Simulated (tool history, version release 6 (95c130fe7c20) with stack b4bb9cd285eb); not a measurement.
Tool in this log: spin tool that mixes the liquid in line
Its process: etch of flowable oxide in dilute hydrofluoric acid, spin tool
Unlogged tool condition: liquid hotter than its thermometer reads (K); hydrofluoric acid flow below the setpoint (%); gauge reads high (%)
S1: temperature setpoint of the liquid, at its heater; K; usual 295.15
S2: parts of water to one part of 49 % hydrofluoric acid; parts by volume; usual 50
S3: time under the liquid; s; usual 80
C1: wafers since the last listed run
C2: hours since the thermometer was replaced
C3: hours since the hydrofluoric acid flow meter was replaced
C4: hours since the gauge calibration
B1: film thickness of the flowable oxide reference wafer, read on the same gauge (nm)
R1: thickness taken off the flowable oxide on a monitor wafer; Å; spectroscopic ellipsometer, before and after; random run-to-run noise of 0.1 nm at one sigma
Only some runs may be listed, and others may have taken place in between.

| run | day | S1 | S2 | S3 | C1 | C2 | C3 | C4 | B1 | R1 |
|---|---|---|---|---|---|---|---|---|---|---|
| 1 | 0.000 | 295.15 | 50 | 80 | 0 | 1964.0 | 1632.5 | 60.5 | 80.01 | 509.0 |
| 2 | 0.375 | 295.15 | 50 | 80 | 114 | 1973.0 | 1641.5 | 69.5 | 80.04 | 508.7 |
| 3 | 0.650 | 295.15 | 50 | 80 | 84 | 1979.6 | 1648.1 | 76.1 | 79.99 | 506.9 |
| 4 | 1.217 | 295.15 | 50 | 80 | 173 | 1993.2 | 1661.7 | 89.7 | 79.97 | 505.5 |
| 5 | 1.529 | 295.15 | 50 | 80 | 95 | 2000.7 | 1669.2 | 97.2 | 79.99 | 508.1 |
| 6 | 1.958 | 295.15 | 50 | 80 | 131 | 2011.0 | 1679.5 | 107.5 | 80.04 | 510.3 |
| 7 | 2.288 | 295.15 | 60 | 105 | 100 | 2018.9 | 1687.4 | 115.4 | 79.98 | 546.5 |
| 8 | 2.717 | 295.15 | 60 | 105 | 131 | 2029.2 | 1697.7 | 125.7 | 80.00 | 546.9 |
| 9 | 3.446 | 295.15 | 35 | 120 | 223 | 2046.7 | 1715.2 | 143.2 | 80.00 | 1113.6 |
| 10 | 4.288 | 291.65 | 50 | 80 | 257 | 2066.9 | 1735.4 | 163.4 | 79.97 | 439.1 |
|  | 5.012 | gauge calibrated |
|  | 5.600 | thermometer replaced |
| 11 | 5.992 | 291.65 | 40 | 115 | 508 | 9.4 | 1776.3 | 23.5 | 80.02 | 727.6 |
| 12 | 6.258 | 299.15 | 40 | 60 | 81 | 15.8 | 1782.7 | 29.9 | 80.01 | 521.2 |
| 13 | 6.917 | 295.15 | 50 | 115 | 201 | 31.6 | 1798.5 | 45.7 | 80.01 | 666.1 |
|  | 7.250 | hydrofluoric acid flow meter replaced |
| 14 | 7.583 | 293.65 | 30 | 50 | 191 | 47.6 | 8.0 | 61.7 | 80.02 | 530.1 |
| 15 | 8.100 | 295.15 | 50 | 80 | 158 | 60.0 | 20.4 | 74.1 | 79.98 | 523.9 |
| 16 | 8.821 | 295.15 | 50 | 115 | 220 | 77.3 | 37.7 | 91.4 | 80.01 | 757.9 |
| 17 | 9.154 | 295.15 | 30 | 80 | 102 | 85.3 | 45.7 | 99.4 | 79.95 | 898.2 |

Hidden state or all else? Some run-to-run changes of R1, split into what the settings, what came in and random variation would give without the hidden state, and what is left for the hidden state (with any gauge scatter that isn't in both results):
Run 9 -> 10: S1 295.15 -> 291.65, S2 35 -> 50, S3 120 -> 80. R1 -674.5 Å: hidden state +14.4, all else -688.9.
Run 13 -> 14: S1 295.15 -> 293.65, S2 50 -> 30, S3 115 -> 50, hydrofluoric acid flow meter replaced. R1 -136.0 Å: hidden state +87.7, all else -223.7.
